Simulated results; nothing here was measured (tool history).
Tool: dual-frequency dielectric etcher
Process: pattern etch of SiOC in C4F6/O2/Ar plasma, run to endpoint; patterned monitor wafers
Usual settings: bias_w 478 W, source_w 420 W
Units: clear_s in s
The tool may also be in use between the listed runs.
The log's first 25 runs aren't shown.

run,hour,bias_w,source_w,wafers since the last listed run,hours since the last wet clean,hours since the last bias power generator calibration,hours since the last source power generator calibration,hours since the last upper electrode change,"incoming incoming film thickness, nm",clear_s
26,723.9,478,420,413,171.6,448.9,69.7,368.9,33.37,10.9
27,742.1,478,420,303,189.8,467.1,87.9,387.1,33.84,11.1
28,759.8,478,420,294,207.5,484.8,105.6,404.8,33.55,10.9
29,791.6,580,480,529,239.3,516.6,137.4,436.6,33.83,9.5
30,818.3,380,480,444,266,543.3,164.1,463.3,33.82,12
31,835.3,583,490,283,283,560.3,181.1,480.3,33.72,9.4
32,864.4,398,470,484,312.1,589.4,210.2,509.4,33.14,11.5
33,891.3,523,350,448,339,616.3,237.1,536.3,33.56,10.9
34,923.2,396,470,531,370.9,648.2,269,568.2,33.91,11.6

Forecast each of these 5 alternatives for the next run:
A,923.6,363,420,6,371.3,648.6,269.4,568.6,33.88,?
B,923.6,393,370,6,371.3,648.6,269.4,568.6,33.88,?
C,923.6,529,420,6,371.3,648.6,269.4,568.6,33.88,?
D,923.6,416,370,6,371.3,648.6,269.4,568.6,33.88,?
E,923.6,584,350,6,371.3,648.6,269.4,568.6,33.88,?

run,clear_s
A,12.7
B,12.6
C,10.3
D,12.2
E,10.4
Without the tool's hidden state the same runs would have given:
run,clear_s
A,13.1
B,13.1
C,10.7
D,12.7
E,10.8
